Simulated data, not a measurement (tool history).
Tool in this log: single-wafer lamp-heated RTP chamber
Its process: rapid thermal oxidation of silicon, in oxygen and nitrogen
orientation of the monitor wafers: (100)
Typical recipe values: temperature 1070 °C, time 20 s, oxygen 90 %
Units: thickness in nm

run,hour,temperature,time,oxygen,wafers since the last listed run,wafers since the last pyrometer calibration,hours since the oxygen flow controller was replaced,hours since the gauge calibration,"read-back reference wafer on the same gauge, thickness",thickness
1,0,1070,27,90,0,549,5110.4,492.2,6.364,7.451
2,59.9,1070,27,90,757,1306,5170.3,552.1,6.37,7.422
3,99.7,1093,12,90,503,1810,5210.1,591.9,6.373,6.213
4,191.9,1093,12,90,1166,2976,5302.3,684.1,6.383,6.236
5,267.6,1048,20,98,957,3933,5378,759.8,6.386,5.869
# hour 319.3: pyrometer window cleaned and pyrometer calibrated
6,329.1,1048,20,98,676,124,5439.5,821.3,6.389,5.867
7,403.6,1070,20,90,942,1066,5514,895.8,6.39,6.603
8,511.5,1070,20,90,1364,2431,5621.9,1003.7,6.395,6.594
9,615,1070,20,90,1309,3740,5725.4,1107.2,6.4,6.604
10,689.7,1070,20,90,944,4685,5800.1,1181.9,6.402,6.609
# hour 784.4: pyrometer window cleaned and pyrometer calibrated
11,784.9,1070,20,90,1102,6,5895.3,1277.1,6.406,6.598
# hour 817.5: gauge calibrated
12,835.6,1060,20,90,641,647,5946,18.1,6.283,6.076
13,904.3,1060,20,90,868,1516,6014.7,86.8,6.296,6.081
14,1001.5,1070,20,90,1229,2745,6111.9,184,6.318,6.551
15,1058.2,1070,20,98,717,3462,6168.6,240.7,6.327,6.736
# hour 1159.4: oxygen flow controller replaced
# hour 1169.1: pyrometer window cleaned and pyrometer calibrated
16,1169.6,1091,26,78,1206,6,10.2,352.1,6.345,7.97
17,1236.9,1091,26,78,851,858,77.5,419.4,6.355,7.981
18,1279.3,1070,20,90,536,1394,119.9,461.8,6.358,6.553
19,1409.6,1047,20,90,1648,3042,250.2,592.1,6.372,5.653
20,1487.4,1070,20,90,984,4026,328,669.9,6.375,6.586
# hour 1581.8: pyrometer window cleaned and pyrometer calibrated
21,1582.3,1059,20,90,1099,6,422.9,764.8,6.383,6.101
22,1654.4,1078,24,66,911,918,495,836.9,6.386,6.7
23,1720.4,1070,28,90,834,1753,561,902.9,6.389,7.581
24,1826.7,1070,20,90,1344,3097,667.3,1009.2,6.394,6.581
25,1881.2,1084,11,98,689,3786,721.8,1063.7,6.396,5.873
# hour 1939.8: pyrometer window cleaned and pyrometer calibrated
26,1961.4,1079,20,98,913,273,802,1143.9,6.397,7.219
27,2060.2,1053,24,90,1249,1523,900.8,1242.7,6.402,6.369

Here are 3 independent what-if runs from the current tool condition. What would each one return?
A,2060.6,1096,20,90,5,1528,901.2,1243.1,?,?
B,2060.6,1097,23,68,5,1528,901.2,1243.1,?,?
C,2060.6,1057,24,98,5,1528,901.2,1243.1,?,?

run,"read-back reference wafer on the same gauge, thickness",thickness
A,6.404,7.798
B,6.404,7.536
C,6.404,6.718
Without the tool's hidden state the same runs would have given:
run,thickness
A,7.639
B,7.382
C,6.58
